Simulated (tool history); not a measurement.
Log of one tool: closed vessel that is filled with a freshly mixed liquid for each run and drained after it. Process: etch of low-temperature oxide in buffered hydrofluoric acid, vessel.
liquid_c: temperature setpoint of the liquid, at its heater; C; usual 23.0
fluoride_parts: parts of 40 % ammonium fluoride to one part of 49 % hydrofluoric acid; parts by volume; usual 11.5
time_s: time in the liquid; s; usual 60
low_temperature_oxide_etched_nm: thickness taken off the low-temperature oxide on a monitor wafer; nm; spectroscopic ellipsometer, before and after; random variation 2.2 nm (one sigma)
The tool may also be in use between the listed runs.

run,day,liquid_c,fluoride_parts,time_s,wafers since the last listed run,hours since the thermometer was replaced,hours since the hydrofluoric acid flow meter was replaced,hours since the gauge calibration,"read-back film thickness of the low-temperature oxide reference wafer, read on the same gauge (nm)",low_temperature_oxide_etched_nm
1,0.000,25.5,11.5,60,0,1522.0,2534.3,265.1,139.97,263.93
2,0.608,25.5,11.5,60,2015,1536.6,2548.9,279.7,140.03,263.88
3,2.058,26.0,11.5,70,4803,1571.4,2583.7,314.5,140.01,320.20
4,3.508,26.0,11.5,70,4803,1606.2,2618.5,349.3,139.99,315.00
5,4.683,23.0,11.5,60,3892,1634.4,2646.7,377.5,139.97,233.02
# day 5.617: gauge calibrated
6,5.817,23.0,11.5,60,3754,1661.6,2673.9,4.8,139.99,230.52
# day 6.317: thermometer replaced
# day 6.867: hydrofluoric acid flow meter replaced
7,7.012,23.0,11.5,60,3685,16.7,3.5,33.5,140.00,230.50
8,8.271,23.0,9.0,60,4168,46.9,33.7,63.7,140.04,282.80
9,8.996,26.0,10.0,60,2401,64.3,51.1,81.1,140.01,310.73
10,9.975,19.5,13.5,60,3243,87.8,74.6,104.6,139.99,164.02
11,11.021,23.0,11.5,30,3464,112.9,99.7,129.7,140.01,115.34
12,12.325,23.0,11.5,60,4320,144.2,131.0,161.0,140.01,233.35
13,13.083,21.5,16.0,75,2512,162.4,149.2,179.2,139.94,192.67
14,13.921,23.0,11.5,60,2774,182.5,169.3,199.3,139.98,231.42
15,14.646,27.5,11.5,60,2401,199.9,186.7,216.7,139.99,294.11
16,15.892,18.5,11.5,35,4127,229.8,216.6,246.6,139.99,104.93

How the hidden state differs across the entries between the runs, from the last listed run before each to the first after it:
Between runs 5 and 6: gauge calibrated (day 5.617)
  no hidden state differs between the two runs
Between runs 6 and 7: thermometer replaced (day 6.317); hydrofluoric acid flow meter replaced (day 6.867)
  no hidden state differs between the two runs
